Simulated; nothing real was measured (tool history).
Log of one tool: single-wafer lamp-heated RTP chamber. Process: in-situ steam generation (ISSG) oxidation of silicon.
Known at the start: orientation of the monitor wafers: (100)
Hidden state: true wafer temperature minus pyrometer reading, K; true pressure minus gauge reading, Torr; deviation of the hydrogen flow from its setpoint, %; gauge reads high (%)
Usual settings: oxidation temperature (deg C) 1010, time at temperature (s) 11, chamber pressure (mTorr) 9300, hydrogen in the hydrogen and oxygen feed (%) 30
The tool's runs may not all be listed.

run	hour	oxidation temperature (deg C)	time at temperature (s)	chamber pressure (mTorr)	hydrogen in the hydrogen and oxygen feed (%)	wafers since the last listed run	wafers since the last pyrometer calibration	hours since the pressure gauge was zeroed	hours since the hydrogen flow controller was replaced	hours since the gauge calibration	read-back reference wafer on the same gauge, thickness	oxide thickness on the monitor wafer (nm)
1	0	1005	11	9300	32	0	4410	4079.8	2918.8	254.7	5.471	4.605
2	20.7	1010	11	8600	30	178	4588	4100.5	2939.5	275.4	5.47	4.651
# hour 39.1: pyrometer window cleaned and pyrometer calibrated
3	39.6	1010	11	9300	30	93	4	4119.4	2958.4	294.3	5.455	4.589
4	67.3	1010	11	8700	30	238	242	4147.1	2986.1	322	5.464	4.672
5	87.8	1010	11	8700	30	176	418	4167.6	3006.6	342.5	5.462	4.665
# hour 108.9: pressure gauge zeroed
6	150.6	1015	11	9300	30	471	890	41.7	3069.4	405.3	5.472	4.65
7	176.1	1015	11	9300	30	219	1109	67.2	3094.9	430.8	5.481	4.702
8	204.5	1003	11	9300	32	244	1354	95.6	3123.3	459.2	5.467	4.562
# hour 223.3: gauge calibrated
9	226.1	1003	11	9300	32	185	1539	117.2	3144.9	2.8	5.473	4.543
10	258.5	1015	11	8700	30	278	1818	149.6	3177.3	35.2	5.472	4.743
11	274	1024	11	10200	30	133	1952	165.1	3192.8	50.7	5.479	4.706
# hour 317.6: hydrogen flow controller replaced
12	332.8	998	11	10200	30	437	2389	223.9	15.2	109.5	5.461	4.304
13	347.7	1015	11	9300	30	128	2517	238.8	30.1	124.4	5.458	4.685
14	371.2	1010	11	9300	30	202	2719	262.3	53.6	147.9	5.473	4.617
15	386.4	1010	11	8100	30	130	2850	277.5	68.8	163.1	5.469	4.678
16	408.6	1010	13	10200	30	191	3041	299.7	91	185.3	5.475	4.816
17	439.3	1010	9	7800	20	264	3305	330.4	121.7	216	5.473	3.836
18	473.7	991	11	10200	30	295	3601	364.8	156.1	250.4	5.486	4.203
19	506.7	1003	13	8000	21	283	3885	397.8	189.1	283.4	5.476	4.446
# hour 520.9: pyrometer window cleaned and pyrometer calibrated
20	532.1	1010	10	9300	30	149	96	423.2	214.5	308.8	5.471	4.411
21	560.6	1010	11	9300	22	245	341	451.7	243	337.3	5.468	4.233
22	579.4	1003	13	8000	21	161	503	470.5	261.8	356.1	5.46	4.47
23	594.3	1010	13	9300	30	128	631	485.4	276.7	371	5.469	4.929
24	617.9	1016	11	9300	20	203	834	509	300.3	394.6	5.472	4.259
25	643.8	1010	11	9300	32	222	1057	534.9	326.2	420.5	5.465	4.659
26	657	1003	13	8000	21	113	1170	548.1	339.4	433.7	5.463	4.486
27	677	995	9	9300	32	172	1342	568.1	359.4	453.7	5.46	4.066
28	696.8	1010	11	8200	30	170	1513	587.9	379.2	473.5	5.481	4.704
# hour 710.7: gauge calibrated
29	725.4	1024	9	9300	30	246	1759	616.5	407.8	14.7	5.478	4.421
30	748	1024	11	8700	30	194	1953	639.1	430.4	37.3	5.474	4.943
31	774.7	1005	9	9300	32	229	2183	665.8	457.1	64	5.47	4.21

4 ways to go on from here, each from the tool as it stands after run 31. What would each give?
A	775.2	1010	11	9300	30	4	2187	666.3	457.6	64.5	?	?
B	775.2	1004	11	8900	30	4	2187	666.3	457.6	64.5	?	?
C	775.2	997	11	9300	30	4	2187	666.3	457.6	64.5	?	?
D	775.2	996	11	10200	26	4	2187	666.3	457.6	64.5	?	?

run	read-back reference wafer on the same gauge, thickness	oxide thickness on the monitor wafer (nm)
A	5.478	4.635
B	5.478	4.574
C	5.478	4.433
D	5.478	4.176
Without the tool's hidden state the same runs would have given:
run	oxide thickness on the monitor wafer (nm)
A	4.635
B	4.574
C	4.433
D	4.176
